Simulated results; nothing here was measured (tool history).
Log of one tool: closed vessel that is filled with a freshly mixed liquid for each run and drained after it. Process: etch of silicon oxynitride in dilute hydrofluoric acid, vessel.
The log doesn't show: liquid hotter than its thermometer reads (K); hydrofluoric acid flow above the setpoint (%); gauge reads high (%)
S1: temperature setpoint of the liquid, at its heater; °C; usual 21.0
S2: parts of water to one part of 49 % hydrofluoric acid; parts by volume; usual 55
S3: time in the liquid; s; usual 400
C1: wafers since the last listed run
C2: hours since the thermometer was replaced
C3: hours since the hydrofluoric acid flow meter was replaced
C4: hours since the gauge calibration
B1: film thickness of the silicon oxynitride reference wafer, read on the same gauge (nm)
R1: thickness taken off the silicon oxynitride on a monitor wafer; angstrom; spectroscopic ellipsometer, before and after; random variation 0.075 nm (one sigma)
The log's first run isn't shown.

run	day	S1	S2	S3	C1	C2	C3	C4	B1	R1
2	0.983	21.0	55	400	1675	1188.7	256.9	93.4	80.00	173.9
3	1.775	21.0	65	400	1348	1207.7	275.9	112.4	80.02	146.2
4	2.625	21.0	65	400	1447	1228.1	296.3	132.8	80.00	145.8
5	3.625	21.0	55	315	1703	1252.1	320.3	156.8	79.94	137.7
6	4.154	21.0	55	315	901	1264.8	333.0	169.5	79.96	137.4
7	7.962	21.0	55	315	6487	1356.2	424.4	260.9	79.99	139.8
8	8.792	21.0	55	400	1412	1376.1	444.3	280.8	79.97	178.5
# day 8.854: hydrofluoric acid flow meter replaced
9	9.467	21.0	55	400	1078	1392.3	14.7	297.0	80.01	167.3
10	10.217	21.0	55	400	1277	1410.3	32.7	315.0	79.97	168.0
# day 10.442: thermometer replaced
11	10.888	21.0	55	230	1071	10.7	48.8	331.1	79.99	96.1
12	11.875	21.0	55	400	1682	34.4	72.5	354.8	80.01	167.3
13	12.421	17.0	55	160	929	47.5	85.6	367.9	80.04	55.2
14	13.392	17.0	55	465	1653	70.8	108.9	391.2	79.96	161.0
15	14.008	24.5	65	240	1050	85.6	123.7	406.0	79.98	101.5
16	15.300	26.0	55	400	2200	116.6	154.7	437.0	80.00	218.4
17	16.738	23.0	40	520	2448	151.1	189.2	471.5	79.97	342.9
18	18.121	21.0	55	400	2356	184.3	222.4	504.7	80.03	171.8
19	19.162	21.0	55	400	1774	209.3	247.4	529.7	80.04	172.7

The next listed run, before its measurement:
# day 20.233: gauge calibrated
20	20.446	22.5	70	400	2186	240.1	278.2	5.1	?	?

Run 20 gave B1 80.00, R1 144.6 angstrom.
Without the tool's hidden state the same run would have given R1 139.2 angstrom.
